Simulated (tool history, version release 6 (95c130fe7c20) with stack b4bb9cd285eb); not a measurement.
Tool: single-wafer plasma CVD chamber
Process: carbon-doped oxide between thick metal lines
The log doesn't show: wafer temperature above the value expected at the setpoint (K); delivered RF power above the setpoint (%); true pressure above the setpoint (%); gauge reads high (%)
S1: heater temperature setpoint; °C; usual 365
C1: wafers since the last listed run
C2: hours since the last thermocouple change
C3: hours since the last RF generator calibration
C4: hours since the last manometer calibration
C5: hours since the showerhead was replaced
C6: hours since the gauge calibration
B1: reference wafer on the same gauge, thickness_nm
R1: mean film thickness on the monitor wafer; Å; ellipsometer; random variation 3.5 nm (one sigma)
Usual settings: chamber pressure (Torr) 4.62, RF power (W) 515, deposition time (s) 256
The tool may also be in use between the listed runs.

Run 1, day 0: usual settings but deposition time (s) 282; C1 0; C2 1328.4; C3 1488.4; C4 138.9; C5 33; C6 192.8; B1 1260.229. Result: R1 12010.46 Å.
Run 2, day 0.404: usual settings; C1 87; C2 1338.1; C3 1498.1; C4 148.6; C5 42.7; C6 202.5; B1 1259.406. Result: R1 10957.11 Å.
Run 3, day 0.871: usual settings; C1 100; C2 1349.3; C3 1509.3; C4 159.8; C5 53.9; C6 213.7; B1 1260.076. Result: R1 10942.77 Å.
Run 4, day 1.25: usual settings; C1 81; C2 1358.4; C3 1518.4; C4 168.9; C5 63; C6 222.8; B1 1259.817. Result: R1 10962.3 Å.
Run 5, day 1.904: usual settings; C1 140; C2 1374.1; C3 1534.1; C4 184.6; C5 78.7; C6 238.5; B1 1260.225. Result: R1 10991.68 Å.
Run 6, day 2.5: usual settings but S1 356 °C, chamber pressure (Torr) 3.79, RF power (W) 455; C1 128; C2 1388.4; C3 1548.4; C4 198.9; C5 93; C6 252.8; B1 1258.906. Result: R1 9666.59 Å.
Run 7, day 2.962: usual settings but S1 355 °C, chamber pressure (Torr) 4.14, deposition time (s) 236; C1 99; C2 1399.5; C3 1559.5; C4 210; C5 104.1; C6 263.9; B1 1260.462. Result: R1 10004.5 Å.
At day 3.967: RF generator calibrated.
Run 8, day 3.988: usual settings but S1 378 °C, chamber pressure (Torr) 3.93, deposition time (s) 225; C1 148; C2 1424.1; C3 0.5; C4 234.6; C5 128.7; C6 288.5; B1 1262.102. Result: R1 9364.79 Å.
Run 9, day 4.288: usual settings but chamber pressure (Torr) 4.26; C1 64; C2 1431.3; C3 7.7; C4 241.8; C5 135.9; C6 295.7; B1 1258.187. Result: R1 11127.39 Å.
Run 10, day 5.008: usual settings; C1 155; C2 1448.6; C3 25; C4 259.1; C5 153.2; C6 313; B1 1260.537. Result: R1 11387.8 Å.
Run 11, day 5.758: usual settings but chamber pressure (Torr) 5.33, RF power (W) 455, deposition time (s) 230; C1 161; C2 1466.6; C3 43; C4 277.1; C5 171.2; C6 331; B1 1259.125. Result: R1 9741.75 Å.
At day 5.783: gauge calibrated.
Run 12, day 6.175: usual settings but S1 369 °C, chamber pressure (Torr) 5.54, RF power (W) 455, deposition time (s) 302; C1 89; C2 1476.6; C3 53; C4 287.1; C5 181.2; C6 9.4; B1 1259.96. Result: R1 12804.47 Å.
Run 13, day 6.579: usual settings but S1 361 °C, RF power (W) 585, deposition time (s) 274; C1 87; C2 1486.3; C3 62.7; C4 296.8; C5 190.9; C6 19.1; B1 1260.248. Result: R1 13375.32 Å.
At day 7.246: thermocouple changed; heater temperature recalibrated.
Run 14, day 7.267: usual settings but chamber pressure (Torr) 3.52, deposition time (s) 219; C1 76; C2 0.5; C3 79.2; C4 313.3; C5 207.4; C6 35.6; B1 1261.424. Result: R1 9150.16 Å.
Run 15, day 7.371: usual settings but S1 352 °C, chamber pressure (Torr) 5.44, RF power (W) 550; C1 22; C2 3; C3 81.7; C4 315.8; C5 209.9; C6 38.1; B1 1260.623. Result: R1 12763.19 Å.
Run 16, day 7.696: usual settings but RF power (W) 420; C1 69; C2 10.8; C3 89.5; C4 323.6; C5 217.7; C6 45.9; B1 1261.049. Result: R1 9842.73 Å.
Run 17, day 8.325: usual settings but chamber pressure (Torr) 3.52, RF power (W) 415, deposition time (s) 234; C1 135; C2 25.9; C3 104.6; C4 338.7; C5 232.8; C6 61; B1 1259.841. Result: R1 8315.32 Å.
Run 18, day 8.792: usual settings but S1 371 °C; C1 100; C2 37.1; C3 115.8; C4 349.9; C5 244; C6 72.2; B1 1260.503. Result: R1 11255.93 Å.
Run 19, day 9.492: usual settings but S1 358 °C, chamber pressure (Torr) 4.06, deposition time (s) 242; C1 150; C2 53.9; C3 132.6; C4 366.7; C5 260.8; C6 89; B1 1260.894. Result: R1 10587.62 Å.
Run 20, day 9.804: usual settings but chamber pressure (Torr) 4.17; C1 67; C2 61.4; C3 140.1; C4 374.2; C5 268.3; C6 96.5; B1 1262.059. Result: R1 11064.97 Å.
Run 21, day 10.292: usual settings but deposition time (s) 275; C1 104; C2 73.1; C3 151.8; C4 385.9; C5 280; C6 108.2; B1 1258.014. Result: R1 12263.53 Å.
Run 22, day 10.688: usual settings but deposition time (s) 293; C1 85; C2 82.6; C3 161.3; C4 395.4; C5 289.5; C6 117.7; B1 1260.327. Result: R1 13019.93 Å.
Run 23, day 11.425: usual settings; C1 158; C2 100.3; C3 179; C4 413.1; C5 307.2; C6 135.4; B1 1260.73. Result: R1 11358.22 Å.
Run 24, day 12.112: usual settings but S1 353 °C, chamber pressure (Torr) 5.24, RF power (W) 475, deposition time (s) 297; C1 148; C2 116.8; C3 195.5; C4 429.6; C5 323.7; C6 151.9; B1 1258.565. Result: R1 13184.96 Å.
Run 25, day 12.675: usual settings but S1 360 °C, RF power (W) 545; C1 121; C2 130.3; C3 209; C4 443.1; C5 337.2; C6 165.4; B1 1260.41. Result: R1 11958.1 Å.
Run 26, day 13.054: usual settings but chamber pressure (Torr) 4.09, RF power (W) 555, deposition time (s) 209; C1 81; C2 139.4; C3 218.1; C4 452.2; C5 346.3; C6 174.5; B1 1259.193. Result: R1 9481.1 Å.
Run 27, day 13.329: usual settings but S1 373 °C, deposition time (s) 216; C1 59; C2 146; C3 224.7; C4 458.8; C5 352.9; C6 181.1; B1 1259.591. Result: R1 9469.43 Å.

Forecast each of these 5 alternatives for the next run:
Run A, day 13.35: usual settings; C1 4; C2 146.5; C3 225.2; C4 459.3; C5 353.4; C6 181.6; B1 ?. Result: R1 ?.
Run B, day 13.35: usual settings but S1 358 °C, chamber pressure (Torr) 5.77, RF power (W) 550, deposition time (s) 276; C1 4; C2 146.5; C3 225.2; C4 459.3; C5 353.4; C6 181.6; B1 ?. Result: R1 ?.
Run C, day 13.35: usual settings but S1 379 °C, chamber pressure (Torr) 3.91, RF power (W) 440, deposition time (s) 228; C1 4; C2 146.5; C3 225.2; C4 459.3; C5 353.4; C6 181.6; B1 ?. Result: R1 ?.
Run D, day 13.35: usual settings but chamber pressure (Torr) 5.18; C1 4; C2 146.5; C3 225.2; C4 459.3; C5 353.4; C6 181.6; B1 ?. Result: R1 ?.
Run E, day 13.35: usual settings but S1 360 °C, RF power (W) 580; C1 4; C2 146.5; C3 225.2; C4 459.3; C5 353.4; C6 181.6; B1 ?. Result: R1 ?.

run        B1        R1
  A  1261.256  11370.54
  B  1261.256   13625.5
  C  1261.256   8447.16
  D  1261.256  11698.55
  E  1261.256  12414.33
Without the tool's hidden state the same runs would have given:
run        R1
  A  11410.24
  B  13671.84
  C   8482.15
  D  11739.39
  E  12456.33

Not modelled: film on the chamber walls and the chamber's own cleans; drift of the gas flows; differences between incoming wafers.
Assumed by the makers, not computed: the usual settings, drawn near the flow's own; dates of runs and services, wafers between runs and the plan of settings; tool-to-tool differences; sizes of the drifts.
